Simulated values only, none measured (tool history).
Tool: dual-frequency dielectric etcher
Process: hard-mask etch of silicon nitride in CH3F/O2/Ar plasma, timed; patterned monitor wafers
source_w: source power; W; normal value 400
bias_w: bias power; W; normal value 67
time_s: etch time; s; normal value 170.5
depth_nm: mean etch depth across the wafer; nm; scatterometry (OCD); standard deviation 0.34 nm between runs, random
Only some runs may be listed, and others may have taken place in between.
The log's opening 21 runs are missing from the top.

| run | day | source_w | bias_w | time_s | read-back reference wafer on the same gauge, depth_nm | depth_nm |
|---|---|---|---|---|---|---|
| 22 | 72.012 | 400 | 67 | 124.5 | 124 | 95 |
| 23 | 74.729 | 400 | 67 | 170.5 | 124 | 130.5 |
|  | 75.029 | gauge calibrated |
|  | 76.292 | wet clean of the chamber |
| 24 | 81.533 | 400 | 67 | 170.5 | 123.9 | 130.9 |
|  | 84.146 | bias power generator calibrated |
| 25 | 85.7 | 430 | 55 | 204.5 | 123.9 | 151.2 |
| 26 | 97.054 | 450 | 67 | 203.5 | 124 | 161.3 |
| 27 | 98.667 | 430 | 61 | 153.5 | 124.1 | 117 |
|  | 101.329 | wet clean of the chamber |
| 28 | 105.8 | 400 | 67 | 195 | 123.9 | 149.4 |
| 29 | 108.296 | 460 | 75 | 154.5 | 123.8 | 127.5 |
| 30 | 111.688 | 400 | 67 | 170.5 | 123.9 | 130.4 |

Predict each of these 3 candidate next runs independently; none follows another, all start after run 30:
| A | 111.708 | 400 | 76 | 170.5 | ? | ? |
| B | 111.708 | 400 | 52 | 170.5 | ? | ? |
| C | 111.708 | 450 | 67 | 219 | ? | ? |

| run | read-back reference wafer on the same gauge, depth_nm | depth_nm |
|---|---|---|
| A | 124.1 | 134.8 |
| B | 124.1 | 121.3 |
| C | 124.1 | 173.5 |
Had the tool no hidden state, the same runs would have come out as:
| run | depth_nm |
|---|---|
| A | 133.6 |
| B | 120.1 |
| C | 171.8 |
